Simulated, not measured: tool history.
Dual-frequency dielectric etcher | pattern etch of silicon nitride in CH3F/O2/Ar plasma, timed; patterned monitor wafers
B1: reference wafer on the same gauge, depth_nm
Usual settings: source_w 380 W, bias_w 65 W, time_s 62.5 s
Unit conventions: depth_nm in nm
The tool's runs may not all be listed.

run 1 hour=0.0 | source_w=380 bias_w=65 time_s=62.5 | B1=37.79 | depth_nm=38.61
run 2 hour=7.7 | source_w=380 bias_w=65 time_s=62.5 | B1=37.79 | depth_nm=38.48
run 3 hour=13.8 | source_w=380 bias_w=65 time_s=62.5 | B1=37.80 | depth_nm=38.41
run 4 hour=26.7 | source_w=380 bias_w=57 time_s=62.5 | B1=37.78 | depth_nm=35.89
run 5 hour=33.3 | source_w=380 bias_w=57 time_s=62.5 | B1=37.82 | depth_nm=35.60
run 6 hour=46.7 | source_w=380 bias_w=57 time_s=62.5 | B1=37.79 | depth_nm=35.68
run 7 hour=52.9 | source_w=420 bias_w=65 time_s=62.5 | B1=37.77 | depth_nm=39.56
run 8 hour=60.8 | source_w=380 bias_w=65 time_s=62.5 | B1=37.78 | depth_nm=38.39
-- hour=72.8 source power generator calibrated
-- hour=79.9 bias power generator calibrated
run 9 hour=80.4 | source_w=380 bias_w=65 time_s=62.5 | B1=37.81 | depth_nm=38.23
run 10 hour=87.8 | source_w=380 bias_w=65 time_s=62.5 | B1=37.80 | depth_nm=38.26
-- hour=88.5 gauge calibrated
-- hour=112.0 upper electrode replaced
run 11 hour=112.5 | source_w=320 bias_w=65 time_s=75.0 | B1=37.80 | depth_nm=43.43
run 12 hour=112.8 | source_w=420 bias_w=65 time_s=62.5 | B1=37.79 | depth_nm=39.29
run 13 hour=120.0 | source_w=380 bias_w=49 time_s=62.5 | B1=37.80 | depth_nm=32.59
-- hour=147.8 wet clean of the chamber
run 14 hour=148.3 | source_w=380 bias_w=71 time_s=74.5 | B1=37.81 | depth_nm=50.79
run 15 hour=148.6 | source_w=450 bias_w=74 time_s=62.5 | B1=37.79 | depth_nm=45.67
run 16 hour=154.7 | source_w=380 bias_w=75 time_s=62.5 | B1=37.82 | depth_nm=43.56
run 17 hour=169.5 | source_w=450 bias_w=61 time_s=47.5 | B1=37.80 | depth_nm=31.38
run 18 hour=179.5 | source_w=440 bias_w=65 time_s=62.5 | B1=37.78 | depth_nm=42.17
run 19 hour=195.0 | source_w=340 bias_w=55 time_s=45.5 | B1=37.80 | depth_nm=25.89
run 20 hour=203.2 | source_w=480 bias_w=55 time_s=62.5 | B1=37.81 | depth_nm=39.63
run 21 hour=210.9 | source_w=380 bias_w=65 time_s=62.5 | B1=37.79 | depth_nm=40.10

Each row is a separate what-if for the run after 21, all from the same tool condition, not one after another. Results?
run A hour=211.3 | source_w=380 bias_w=65 time_s=62.5 | B1=? | depth_nm=?
run B hour=211.3 | source_w=320 bias_w=65 time_s=62.5 | B1=? | depth_nm=?
run C hour=211.3 | source_w=310 bias_w=65 time_s=72.5 | B1=? | depth_nm=?
run D hour=211.3 | source_w=320 bias_w=49 time_s=56.5 | B1=? | depth_nm=?

run=A B1=37.81 depth_nm=40.31
run=B B1=37.81 depth_nm=38.24
run=C B1=37.81 depth_nm=43.94
run=D B1=37.81 depth_nm=29.45
Without the tool's unlogged condition, the same runs would have read:
run=A depth_nm=40.53
run=B depth_nm=38.44
run=C depth_nm=44.17
run=D depth_nm=29.61
